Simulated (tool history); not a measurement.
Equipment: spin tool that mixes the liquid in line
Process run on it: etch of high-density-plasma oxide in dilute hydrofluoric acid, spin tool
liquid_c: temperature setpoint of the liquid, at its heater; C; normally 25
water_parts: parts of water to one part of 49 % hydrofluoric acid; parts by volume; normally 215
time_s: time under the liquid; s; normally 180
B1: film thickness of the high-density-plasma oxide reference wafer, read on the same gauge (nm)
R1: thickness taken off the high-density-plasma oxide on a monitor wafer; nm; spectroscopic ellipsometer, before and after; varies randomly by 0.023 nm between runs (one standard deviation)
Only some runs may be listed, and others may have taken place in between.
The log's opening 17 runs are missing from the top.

{"run": 18, "hour": 1404.4, "liquid_c": 27.5, "water_parts": 275, "time_s": 265, "B1": 140.041, "R1": 5.055}
{"run": 19, "hour": 1500.3, "liquid_c": 27, "water_parts": 215, "time_s": 90, "B1": 140.004, "R1": 2.309}
{"hour": 1519.2, "done": "gauge calibrated"}
{"run": 20, "hour": 1604.6, "liquid_c": 25, "water_parts": 215, "time_s": 180, "B1": 140.002, "R1": 4.288}
{"hour": 1657.0, "done": "hydrofluoric acid flow meter replaced"}
{"run": 21, "hour": 1659.3, "liquid_c": 23, "water_parts": 215, "time_s": 230, "B1": 140.006, "R1": 5.087}
{"run": 22, "hour": 1755.1, "liquid_c": 27, "water_parts": 150, "time_s": 245, "B1": 139.959, "R1": 9.718}
{"run": 23, "hour": 1820.5, "liquid_c": 25, "water_parts": 215, "time_s": 180, "B1": 140.009, "R1": 4.298}
{"run": 24, "hour": 1908.6, "liquid_c": 26.5, "water_parts": 180, "time_s": 180, "B1": 140.06, "R1": 5.652}
{"run": 25, "hour": 1947.9, "liquid_c": 22, "water_parts": 215, "time_s": 250, "B1": 139.97, "R1": 5.36}
{"run": 26, "hour": 1999.0, "liquid_c": 21, "water_parts": 215, "time_s": 180, "B1": 139.996, "R1": 3.722}
{"run": 27, "hour": 2093.5, "liquid_c": 28.5, "water_parts": 295, "time_s": 260, "B1": 140.027, "R1": 4.666}
{"run": 28, "hour": 2136.9, "liquid_c": 28.5, "water_parts": 215, "time_s": 180, "B1": 140.027, "R1": 4.891}
{"hour": 2162.5, "done": "thermometer replaced"}
{"run": 29, "hour": 2220.5, "liquid_c": 25, "water_parts": 215, "time_s": 125, "B1": 140.005, "R1": 2.962}
{"run": 30, "hour": 2263.3, "liquid_c": 23, "water_parts": 215, "time_s": 270, "B1": 140.031, "R1": 5.987}
{"run": 31, "hour": 2331.0, "liquid_c": 23.5, "water_parts": 270, "time_s": 280, "B1": 139.996, "R1": 4.766}

Alternative continuations, all from the tool just after run 31; predict every row:
{"run": "A", "hour": 2331.5, "liquid_c": 25, "water_parts": 215, "time_s": 180, "B1": "?", "R1": "?"}
{"run": "B", "hour": 2331.5, "liquid_c": 26.5, "water_parts": 165, "time_s": 255, "B1": "?", "R1": "?"}
{"run": "C", "hour": 2331.5, "liquid_c": 22, "water_parts": 120, "time_s": 265, "B1": "?", "R1": "?"}
{"run": "D", "hour": 2331.5, "liquid_c": 27, "water_parts": 215, "time_s": 180, "B1": "?", "R1": "?"}
{"run": "E", "hour": 2331.5, "liquid_c": 23, "water_parts": 145, "time_s": 120, "B1": "?", "R1": "?"}

run=A B1=140.006 R1=4.264
run=B B1=140.006 R1=8.798
run=C B1=140.006 R1=11.148
run=D B1=140.006 R1=4.58
run=E B1=140.006 R1=4.224
With the hidden condition removed and each run's random variation left untouched, the same runs would have given:
run=A R1=4.264
run=B R1=8.798
run=C R1=11.148
run=D R1=4.58
run=E R1=4.224
